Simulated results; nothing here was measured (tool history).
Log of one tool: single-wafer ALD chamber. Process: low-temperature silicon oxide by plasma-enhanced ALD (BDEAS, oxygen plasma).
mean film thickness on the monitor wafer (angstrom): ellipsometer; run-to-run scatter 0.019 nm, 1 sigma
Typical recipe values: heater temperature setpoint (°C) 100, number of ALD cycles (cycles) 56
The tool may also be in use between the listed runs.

run	hour	heater temperature setpoint (°C)	number of ALD cycles (cycles)	wafers since the last listed run	hours since the last thermocouple change	hours since the gauge calibration	read-back reference wafer on the same gauge, thickness_nm	mean film thickness on the monitor wafer (angstrom)
1	0.0	100	61	0	1256.4	163.2	8.493	83.76
2	10.1	100	61	70	1266.5	173.3	8.481	83.33
3	27.1	100	56	119	1283.5	190.3	8.491	76.73
4	36.3	100	56	64	1292.7	199.5	8.486	76.50
5	49.1	100	56	89	1305.5	212.3	8.495	76.62
6	57.8	100	56	61	1314.2	221.0	8.484	76.57
7	70.1	100	56	86	1326.5	233.3	8.495	76.35
8	83.9	100	56	96	1340.3	247.1	8.488	76.55
9	101.6	100	47	124	1358.0	264.8	8.485	64.23
10	119.0	100	47	122	1375.4	282.2	8.493	64.32
11	134.5	100	56	108	1390.9	297.7	8.493	76.64
# hour 143.8: gauge calibrated
12	143.9	100	56	66	1400.3	0.1	8.490	76.58
13	160.1	100	56	113	1416.5	16.3	8.485	76.68
14	168.2	95	52	56	1424.6	24.4	8.483	72.29
15	178.8	86	56	74	1435.2	35.0	8.493	80.93
16	194.6	92	62	110	1451.0	50.8	8.484	87.36
17	201.9	100	48	51	1458.3	58.1	8.484	65.86
# hour 212.7: thermocouple changed; heater temperature recalibrated
18	217.6	100	65	54	4.9	73.8	8.492	88.85
19	232.5	100	56	104	19.8	88.7	8.486	76.53
20	248.4	111	65	111	35.7	104.6	8.501	86.67
21	255.9	96	62	52	43.2	112.1	8.491	86.07
22	263.7	112	56	54	51.0	119.9	8.491	74.62
23	274.4	114	63	75	61.7	130.6	8.483	83.58
24	291.8	100	49	122	79.1	148.0	8.493	66.99

Run 25 has not been measured yet. What should we expect?
25	307.1	112	47	107	94.4	163.3	?	?

Logged for run 25: read-back reference wafer on the same gauge, thickness_nm 8.487, mean film thickness on the monitor wafer (angstrom) 62.65.
Take away the tool's hidden state, keep the run-to-run variation as it was, and the same run would have given mean film thickness on the monitor wafer (angstrom) 62.65.

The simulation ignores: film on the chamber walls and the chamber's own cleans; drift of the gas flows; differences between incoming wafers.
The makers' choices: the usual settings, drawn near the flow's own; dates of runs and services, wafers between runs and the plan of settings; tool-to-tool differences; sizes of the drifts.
